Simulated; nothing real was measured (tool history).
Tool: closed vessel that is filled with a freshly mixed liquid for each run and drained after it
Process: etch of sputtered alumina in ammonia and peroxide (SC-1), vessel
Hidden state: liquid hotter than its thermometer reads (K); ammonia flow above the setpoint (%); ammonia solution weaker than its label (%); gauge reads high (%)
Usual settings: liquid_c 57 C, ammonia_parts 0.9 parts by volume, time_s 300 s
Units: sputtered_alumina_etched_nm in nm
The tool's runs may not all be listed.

run	day	liquid_c	ammonia_parts	time_s	wafers since the last listed run	hours since the thermometer was replaced	hours since the ammonia flow meter was replaced	hours since the drum of ammonia solution was connected	hours since the gauge calibration	read-back film thickness of the sputtered alumina reference wafer, read on the same gauge (nm)	sputtered_alumina_etched_nm
1	0	57	0.9	300	0	1411.9	1663.9	157	207.3	50	27.16
2	0.521	57	0.9	300	1427	1424.4	1676.4	169.5	219.8	49.99	27.12
3	1.792	61.5	0.9	300	3484	1454.9	1706.9	200	250.3	49.96	34.03
4	2.954	61.5	0.9	300	3187	1482.8	1734.8	227.9	278.2	49.97	34.13
5	5.567	57	0.9	300	7162	1545.5	1797.5	290.6	340.9	49.99	27.15
6	6.779	57	0.9	300	3324	1574.6	1826.6	319.7	370	50.01	27.23
7	7.862	57	0.9	300	2970	1600.6	1852.6	345.7	396	50	27.34
8	8.938	57	0.9	300	2947	1626.4	1878.4	371.5	421.8	50.03	27.2
# day 9.171: ammonia flow meter replaced
# day 9.508: thermometer replaced
9	9.721	57	0.9	300	1919	5.1	13.2	390.3	440.6	49.99	25.66
10	10.729	57	0.9	300	2764	29.3	37.4	414.5	464.8	50	25.91
11	11.696	66	0.9	300	2650	52.5	60.6	437.7	488	49.99	40.79
# day 12.125: gauge calibrated
12	13.15	57	1.15	300	3986	87.4	95.5	472.6	24.6	50	26.51
13	13.862	47.5	1.2	250	1953	104.5	112.6	489.7	41.7	49.96	13.24
# day 15.8: new drum of ammonia solution connected
14	15.95	57	0.75	300	5608	154.6	162.7	3.6	91.8	50.03	25.74
15	16.75	61.5	0.9	300	2193	173.8	181.9	22.8	111	49.97	32.94
16	17.554	57	0.9	300	2204	193.1	201.2	42.1	130.3	49.98	26.2
17	18.958	61.5	1.2	300	3849	226.8	234.9	75.8	164	49.95	33.89

The next listed run, before its measurement:
18	20.025	57	1.2	300	2924	252.4	260.5	101.4	189.6	?	?

{"run 18": {"read-back film thickness of the sputtered alumina reference wafer, read on the same gauge (nm)": 49.99, "sputtered_alumina_etched_nm": 27.02}}
Without the tool's hidden state the same run would have given sputtered_alumina_etched_nm 26.64 nm.
